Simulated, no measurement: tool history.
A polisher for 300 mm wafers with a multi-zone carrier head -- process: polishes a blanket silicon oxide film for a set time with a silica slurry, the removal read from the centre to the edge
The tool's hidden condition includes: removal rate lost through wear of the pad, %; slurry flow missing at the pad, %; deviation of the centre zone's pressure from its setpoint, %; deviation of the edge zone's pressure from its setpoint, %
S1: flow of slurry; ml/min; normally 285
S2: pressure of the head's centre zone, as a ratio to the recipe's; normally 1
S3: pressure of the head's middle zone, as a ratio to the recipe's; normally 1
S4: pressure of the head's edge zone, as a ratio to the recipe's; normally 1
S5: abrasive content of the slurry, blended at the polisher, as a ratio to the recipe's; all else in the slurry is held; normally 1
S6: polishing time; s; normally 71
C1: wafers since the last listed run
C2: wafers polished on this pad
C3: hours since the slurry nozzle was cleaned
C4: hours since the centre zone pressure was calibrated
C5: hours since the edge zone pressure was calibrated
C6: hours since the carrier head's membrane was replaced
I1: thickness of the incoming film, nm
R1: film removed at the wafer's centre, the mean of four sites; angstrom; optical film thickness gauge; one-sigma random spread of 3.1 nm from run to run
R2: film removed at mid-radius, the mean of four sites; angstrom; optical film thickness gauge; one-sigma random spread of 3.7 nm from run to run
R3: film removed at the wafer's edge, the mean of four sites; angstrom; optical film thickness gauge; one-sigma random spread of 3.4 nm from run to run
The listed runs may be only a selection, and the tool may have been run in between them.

run	hour	S1	S2	S3	S4	S5	S6	C1	C2	C3	C4	C5	C6	I1	R1	R2	R3
1	0	285	1	1	1	1	71	0	317	39.8	961.4	736.8	489.9	1264.3	2791	2554	2499
2	68.2	285	1	1	1	1	60	400	717	108	1029.6	805	558.1	1237.2	2387	2052	2120
3	92.7	285	1	1	1	1	60	143	861	132.5	1054.1	829.5	582.6	1261.4	2365	2080	2114
# hour 142.7: carrier head's membrane replaced by a new one
4	162.9	285	1	1	1	1	71	382	1244	202.7	1124.3	899.7	20.2	1236.9	2840	2452	2551
# hour 209: worn pad replaced by a new one
5	227.2	285	1	1	1	1	71	353	106	267	1188.6	964	84.5	1267.1	2916	2525	2443
6	255.9	285	1	1	1	1	71	168	274	295.7	1217.3	992.7	113.2	1279.8	2891	2531	2481
7	289.2	285	1	1	1	1	71	195	470	329	1250.6	1026	146.5	1269.6	2878	2471	2523
8	335.8	285	1	1.04	1	1	71	273	743	375.6	1297.2	1072.6	193.1	1271.7	2950	2514	2524
9	394.9	285	1	1	1	1	71	346	1090	434.7	1356.3	1131.7	252.2	1267.5	2890	2480	2474
# hour 411.3: centre zone pressure recalibrated
10	434.2	285	1	1	1	1	71	218	1309	474	22.9	1171	291.5	1270.6	2629	2524	2519
# hour 451.2: worn pad replaced by a new one
11	503.2	285	1	0.94	1	1	71	381	304	543	91.9	1240	360.5	1258.4	2665	2406	2500
12	531.5	215	0.97	0.96	0.9	1	71	166	470	571.3	120.2	1268.3	388.8	1252.5	2489	2356	2367
13	583.9	285	1	1	1	1	71	307	778	623.7	172.6	1320.7	441.2	1249.4	2660	2453	2553
# hour 604.9: slurry nozzle cleaned
14	618.4	285	0.96	1	1	1	52	196	974	13.5	207.1	1355.2	475.7	1249.1	1903	1836	1820
# hour 638.5: edge zone pressure recalibrated
15	669.7	285	1	0.91	1	1	80	289	1264	64.8	258.4	31.2	527	1253.5	2990	2676	2857
# hour 683.4: worn pad replaced by a new one
16	703.2	230	0.91	1	1	1	71	173	116	98.3	291.9	64.7	560.5	1252.5	2354	2499	2528
# hour 720.7: carrier head's membrane replaced by a new one
17	740.1	285	1	1	1	1	71	187	303	135.2	328.8	101.6	19.4	1278.2	2676	2445	2553
18	795.3	285	1.04	1.06	1	0.9	71	323	627	190.4	384	156.8	74.6	1262.7	2634	2431	2343
19	821.6	285	1	1	1	1	60	154	781	216.7	410.3	183.1	100.9	1262.1	2317	2186	2125
20	881.3	360	1.09	0.97	1	1.25	71	350	1131	276.4	470	242.8	160.6	1242.2	3526	2792	3027
21	907.5	220	1	1	0.9	0.85	89	153	1285	302.6	496.2	269	186.8	1267.1	2981	2720	2638

Consider 4 possible next runs. They are alternatives, not a sequence: every one starts from the tool as it was left by run 21. What does each give?
A	907.9	285	1	1	1	1	71	2	1287	303	496.6	269.4	187.2	1249.1	?	?	?
B	907.9	285	1.08	1	1	1	71	2	1287	303	496.6	269.4	187.2	1249.1	?	?	?
C	907.9	215	1.09	1	0.96	1	71	2	1287	303	496.6	269.4	187.2	1249.1	?	?	?
D	907.9	285	1	0.9	1	1	53	2	1287	303	496.6	269.4	187.2	1249.1	?	?	?

run	R1	R2	R3
A	2757	2403	2564
B	2978	2402	2564
C	2903	2327	2456
D	2057	1675	1916
Stripped of hidden state, with their random variation kept, the same runs would have yielded:
run	R1	R2	R3
A	2622	2404	2564
B	2833	2403	2564
C	2761	2328	2456
D	1956	1675	1916
